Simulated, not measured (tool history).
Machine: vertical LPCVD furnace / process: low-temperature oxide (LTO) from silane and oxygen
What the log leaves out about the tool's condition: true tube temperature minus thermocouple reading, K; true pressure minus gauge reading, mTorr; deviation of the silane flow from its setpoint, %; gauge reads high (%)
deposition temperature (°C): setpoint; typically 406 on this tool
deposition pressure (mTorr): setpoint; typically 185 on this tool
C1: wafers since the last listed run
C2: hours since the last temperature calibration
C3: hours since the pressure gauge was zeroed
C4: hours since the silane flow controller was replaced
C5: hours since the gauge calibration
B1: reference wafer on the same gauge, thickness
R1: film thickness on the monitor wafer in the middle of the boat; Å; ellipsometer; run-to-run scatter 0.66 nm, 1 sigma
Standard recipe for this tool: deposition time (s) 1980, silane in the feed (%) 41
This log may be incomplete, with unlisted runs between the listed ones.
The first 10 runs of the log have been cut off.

Run 11, hour 169.6: usual settings but deposition temperature (°C) 402; C1 356; C2 1510.9; C3 4521.1; C4 3154.7; C5 596.4; B1 244.76. Result: R1 2633.6 Å.
At hour 218.3: thermocouples replaced and temperature profile calibrated.
Run 12, hour 218.8: usual settings but deposition time (s) 1740; C1 568; C2 0.5; C3 4570.3; C4 3203.9; C5 645.6; B1 245.14. Result: R1 2490.8 Å.
Run 13, hour 222.5: usual settings but deposition pressure (mTorr) 210; C1 83; C2 4.2; C3 4574.0; C4 3207.6; C5 649.3; B1 245.24. Result: R1 3191.9 Å.
Run 14, hour 226.1: usual settings but silane in the feed (%) 45; C1 47; C2 7.8; C3 4577.6; C4 3211.2; C5 652.9; B1 244.84. Result: R1 3108.7 Å.
At hour 248.6: silane flow controller replaced.
Run 15, hour 249.1: usual settings but deposition time (s) 1530; C1 10; C2 30.8; C3 4600.6; C4 0.5; C5 675.9; B1 244.95. Result: R1 2179.2 Å.
Run 16, hour 252.8: usual settings; C1 83; C2 34.5; C3 4604.3; C4 4.2; C5 679.6; B1 245.04. Result: R1 2822.7 Å.
At hour 265.7: gauge calibrated.
At hour 287.0: pressure gauge zeroed.
Run 17, hour 287.5: usual settings but deposition temperature (°C) 412, deposition pressure (mTorr) 150; C1 241; C2 69.2; C3 0.5; C4 38.9; C5 21.8; B1 244.87. Result: R1 2432.3 Å.
Run 18, hour 294.7: usual settings but deposition time (s) 2190; C1 162; C2 76.4; C3 7.7; C4 46.1; C5 29.0; B1 244.66. Result: R1 3120.6 Å.
Run 19, hour 301.2: usual settings but deposition temperature (°C) 403, deposition pressure (mTorr) 145, silane in the feed (%) 47; C1 146; C2 82.9; C3 14.2; C4 52.6; C5 35.5; B1 244.97. Result: R1 2464.8 Å.
Run 20, hour 316.2: usual settings but deposition time (s) 2700; C1 338; C2 97.9; C3 29.2; C4 67.6; C5 50.5; B1 245.08. Result: R1 3855.0 Å.
Run 21, hour 323.7: usual settings but deposition time (s) 1380, silane in the feed (%) 36; C1 169; C2 105.4; C3 36.7; C4 75.1; C5 58.0; B1 245.19. Result: R1 1692.2 Å.

Predict the results of run 22:
At hour 351.2: thermocouples replaced and temperature profile calibrated, repeated, since the last time left the tool worse.
Run 22, hour 351.7: usual settings; C1 90; C2 0.5; C3 64.7; C4 103.1; C5 86.0; B1 ?. Result: R1 ?.

Run 22 gave B1 244.88, R1 2671.5 Å.
On a tool with no hidden condition, and with the same random variation, this run would have come out at R1 2668.0 Å.
